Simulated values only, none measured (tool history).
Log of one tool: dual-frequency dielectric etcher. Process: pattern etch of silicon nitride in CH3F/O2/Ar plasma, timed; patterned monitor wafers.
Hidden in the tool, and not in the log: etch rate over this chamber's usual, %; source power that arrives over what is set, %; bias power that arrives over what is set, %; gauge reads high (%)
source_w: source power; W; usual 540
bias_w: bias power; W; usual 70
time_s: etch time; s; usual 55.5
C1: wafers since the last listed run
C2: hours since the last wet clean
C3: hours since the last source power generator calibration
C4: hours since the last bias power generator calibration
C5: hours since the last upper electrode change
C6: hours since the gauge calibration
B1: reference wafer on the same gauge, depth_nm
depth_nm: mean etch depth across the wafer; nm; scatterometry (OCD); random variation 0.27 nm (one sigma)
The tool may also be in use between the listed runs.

{"run": 1, "hour": 0.0, "source_w": 540, "bias_w": 70, "time_s": 55.5, "C1": 0, "C2": 100.7, "C3": 2493.8, "C4": 3961.4, "C5": 2674.5, "C6": 1294.6, "B1": 53.82, "depth_nm": 46.58}
{"run": 2, "hour": 28.7, "source_w": 540, "bias_w": 70, "time_s": 55.5, "C1": 234, "C2": 129.4, "C3": 2522.5, "C4": 3990.1, "C5": 2703.2, "C6": 1323.3, "B1": 53.84, "depth_nm": 46.08}
{"run": 3, "hour": 64.2, "source_w": 540, "bias_w": 70, "time_s": 55.5, "C1": 290, "C2": 164.9, "C3": 2558.0, "C4": 4025.6, "C5": 2738.7, "C6": 1358.8, "B1": 53.72, "depth_nm": 46.3}
{"hour": 113.0, "done": "source power generator calibrated"}
{"run": 4, "hour": 128.1, "source_w": 540, "bias_w": 70, "time_s": 55.5, "C1": 490, "C2": 228.8, "C3": 15.1, "C4": 4089.5, "C5": 2802.6, "C6": 1422.7, "B1": 53.61, "depth_nm": 47.15}
{"run": 5, "hour": 184.1, "source_w": 540, "bias_w": 70, "time_s": 55.5, "C1": 458, "C2": 284.8, "C3": 71.1, "C4": 4145.5, "C5": 2858.6, "C6": 1478.7, "B1": 53.73, "depth_nm": 47.38}
{"hour": 258.2, "done": "bias power generator calibrated"}
{"hour": 272.8, "done": "wet clean of the chamber"}
{"run": 6, "hour": 273.3, "source_w": 540, "bias_w": 81, "time_s": 55.5, "C1": 577, "C2": 0.5, "C3": 160.3, "C4": 15.1, "C5": 2947.8, "C6": 1567.9, "B1": 53.84, "depth_nm": 46.62}
{"run": 7, "hour": 320.4, "source_w": 540, "bias_w": 70, "time_s": 55.5, "C1": 385, "C2": 47.6, "C3": 207.4, "C4": 62.2, "C5": 2994.9, "C6": 1615.0, "B1": 53.69, "depth_nm": 46.19}
{"run": 8, "hour": 364.6, "source_w": 600, "bias_w": 70, "time_s": 40.5, "C1": 361, "C2": 91.8, "C3": 251.6, "C4": 106.4, "C5": 3039.1, "C6": 1659.2, "B1": 53.7, "depth_nm": 34.76}
{"run": 9, "hour": 426.3, "source_w": 540, "bias_w": 78, "time_s": 55.5, "C1": 504, "C2": 153.5, "C3": 313.3, "C4": 168.1, "C5": 3100.8, "C6": 1720.9, "B1": 53.93, "depth_nm": 47.85}
{"run": 10, "hour": 476.1, "source_w": 490, "bias_w": 53, "time_s": 69.0, "C1": 407, "C2": 203.3, "C3": 363.1, "C4": 217.9, "C5": 3150.6, "C6": 1770.7, "B1": 53.83, "depth_nm": 53.8}
{"run": 11, "hour": 538.9, "source_w": 540, "bias_w": 70, "time_s": 55.5, "C1": 513, "C2": 266.1, "C3": 425.9, "C4": 280.7, "C5": 3213.4, "C6": 1833.5, "B1": 53.9, "depth_nm": 47.16}
{"run": 12, "hour": 585.3, "source_w": 440, "bias_w": 85, "time_s": 64.5, "C1": 379, "C2": 312.5, "C3": 472.3, "C4": 327.1, "C5": 3259.8, "C6": 1879.9, "B1": 53.98, "depth_nm": 53.92}
{"run": 13, "hour": 656.1, "source_w": 450, "bias_w": 70, "time_s": 55.5, "C1": 579, "C2": 383.3, "C3": 543.1, "C4": 397.9, "C5": 3330.6, "C6": 1950.7, "B1": 53.75, "depth_nm": 45.43}
{"run": 14, "hour": 722.8, "source_w": 540, "bias_w": 70, "time_s": 55.5, "C1": 545, "C2": 450.0, "C3": 609.8, "C4": 464.6, "C5": 3397.3, "C6": 2017.4, "B1": 53.57, "depth_nm": 48.13}
{"hour": 766.7, "done": "wet clean of the chamber"}
{"run": 15, "hour": 767.1, "source_w": 540, "bias_w": 58, "time_s": 40.5, "C1": 166, "C2": 0.4, "C3": 654.1, "C4": 508.9, "C5": 3441.6, "C6": 2061.7, "B1": 53.76, "depth_nm": 32.62}
{"run": 16, "hour": 831.8, "source_w": 540, "bias_w": 70, "time_s": 55.5, "C1": 529, "C2": 65.1, "C3": 718.8, "C4": 573.6, "C5": 3506.3, "C6": 2126.4, "B1": 53.74, "depth_nm": 46.29}
{"hour": 921.3, "done": "upper electrode replaced"}
{"run": 17, "hour": 921.8, "source_w": 680, "bias_w": 70, "time_s": 45.0, "C1": 540, "C2": 155.1, "C3": 808.8, "C4": 663.6, "C5": 0.5, "C6": 2216.4, "B1": 53.8, "depth_nm": 40.8}
{"run": 18, "hour": 929.9, "source_w": 590, "bias_w": 70, "time_s": 44.5, "C1": 66, "C2": 163.2, "C3": 816.9, "C4": 671.7, "C5": 8.6, "C6": 2224.5, "B1": 53.82, "depth_nm": 38.37}
{"run": 19, "hour": 957.3, "source_w": 590, "bias_w": 70, "time_s": 65.0, "C1": 224, "C2": 190.6, "C3": 844.3, "C4": 699.1, "C5": 36.0, "C6": 2251.9, "B1": 53.86, "depth_nm": 56.67}
{"run": 20, "hour": 1006.3, "source_w": 540, "bias_w": 70, "time_s": 55.5, "C1": 400, "C2": 239.6, "C3": 893.3, "C4": 748.1, "C5": 85.0, "C6": 2300.9, "B1": 53.88, "depth_nm": 47.32}
{"hour": 1033.9, "done": "gauge calibrated"}
{"run": 21, "hour": 1036.1, "source_w": 490, "bias_w": 53, "time_s": 50.5, "C1": 243, "C2": 269.4, "C3": 923.1, "C4": 777.9, "C5": 114.8, "C6": 2.2, "B1": 53.74, "depth_nm": 39.81}
{"run": 22, "hour": 1076.6, "source_w": 540, "bias_w": 87, "time_s": 55.5, "C1": 331, "C2": 309.9, "C3": 963.6, "C4": 818.4, "C5": 155.3, "C6": 42.7, "B1": 53.86, "depth_nm": 50.07}
{"run": 23, "hour": 1105.8, "source_w": 580, "bias_w": 85, "time_s": 70.0, "C1": 238, "C2": 339.1, "C3": 992.8, "C4": 847.6, "C5": 184.5, "C6": 71.9, "B1": 53.8, "depth_nm": 64.15}
{"run": 24, "hour": 1171.7, "source_w": 540, "bias_w": 70, "time_s": 40.0, "C1": 539, "C2": 405.0, "C3": 1058.7, "C4": 913.5, "C5": 250.4, "C6": 137.8, "B1": 53.88, "depth_nm": 34.96}
{"run": 25, "hour": 1216.2, "source_w": 540, "bias_w": 63, "time_s": 55.5, "C1": 364, "C2": 449.5, "C3": 1103.2, "C4": 958.0, "C5": 294.9, "C6": 182.3, "B1": 53.77, "depth_nm": 47.56}
{"hour": 1257.4, "done": "wet clean of the chamber"}
{"run": 26, "hour": 1257.9, "source_w": 540, "bias_w": 70, "time_s": 65.5, "C1": 144, "C2": 0.5, "C3": 1144.9, "C4": 999.7, "C5": 336.6, "C6": 224.0, "B1": 53.84, "depth_nm": 53.67}
{"run": 27, "hour": 1315.9, "source_w": 600, "bias_w": 87, "time_s": 51.0, "C1": 474, "C2": 58.5, "C3": 1202.9, "C4": 1057.7, "C5": 394.6, "C6": 282.0, "B1": 53.77, "depth_nm": 45.71}
{"run": 28, "hour": 1361.5, "source_w": 630, "bias_w": 75, "time_s": 55.5, "C1": 373, "C2": 104.1, "C3": 1248.5, "C4": 1103.3, "C5": 440.2, "C6": 327.6, "B1": 53.81, "depth_nm": 49.7}
{"run": 29, "hour": 1401.6, "source_w": 410, "bias_w": 53, "time_s": 63.0, "C1": 328, "C2": 144.2, "C3": 1288.6, "C4": 1143.4, "C5": 480.3, "C6": 367.7, "B1": 53.89, "depth_nm": 46.38}
{"run": 30, "hour": 1433.0, "source_w": 670, "bias_w": 70, "time_s": 55.5, "C1": 256, "C2": 175.6, "C3": 1320.0, "C4": 1174.8, "C5": 511.7, "C6": 399.1, "B1": 53.72, "depth_nm": 49.99}
{"run": 31, "hour": 1478.3, "source_w": 540, "bias_w": 70, "time_s": 51.0, "C1": 370, "C2": 220.9, "C3": 1365.3, "C4": 1220.1, "C5": 557.0, "C6": 444.4, "B1": 53.9, "depth_nm": 42.87}

Forecast each of these 3 alternatives for the next run:
{"run": "A", "hour": 1478.7, "source_w": 540, "bias_w": 70, "time_s": 55.5, "C1": 3, "C2": 221.3, "C3": 1365.7, "C4": 1220.5, "C5": 557.4, "C6": 444.8, "B1": "?", "depth_nm": "?"}
{"run": "B", "hour": 1478.7, "source_w": 430, "bias_w": 85, "time_s": 55.5, "C1": 3, "C2": 221.3, "C3": 1365.7, "C4": 1220.5, "C5": 557.4, "C6": 444.8, "B1": "?", "depth_nm": "?"}
{"run": "C", "hour": 1478.7, "source_w": 490, "bias_w": 81, "time_s": 69.0, "C1": 3, "C2": 221.3, "C3": 1365.7, "C4": 1220.5, "C5": 557.4, "C6": 444.8, "B1": "?", "depth_nm": "?"}

run=A B1=53.62 depth_nm=47.33
run=B B1=53.62 depth_nm=46.59
run=C B1=53.62 depth_nm=59.23
Without the tool's hidden state the same runs would have given:
run=A depth_nm=45.92
run=B depth_nm=45.21
run=C depth_nm=57.48

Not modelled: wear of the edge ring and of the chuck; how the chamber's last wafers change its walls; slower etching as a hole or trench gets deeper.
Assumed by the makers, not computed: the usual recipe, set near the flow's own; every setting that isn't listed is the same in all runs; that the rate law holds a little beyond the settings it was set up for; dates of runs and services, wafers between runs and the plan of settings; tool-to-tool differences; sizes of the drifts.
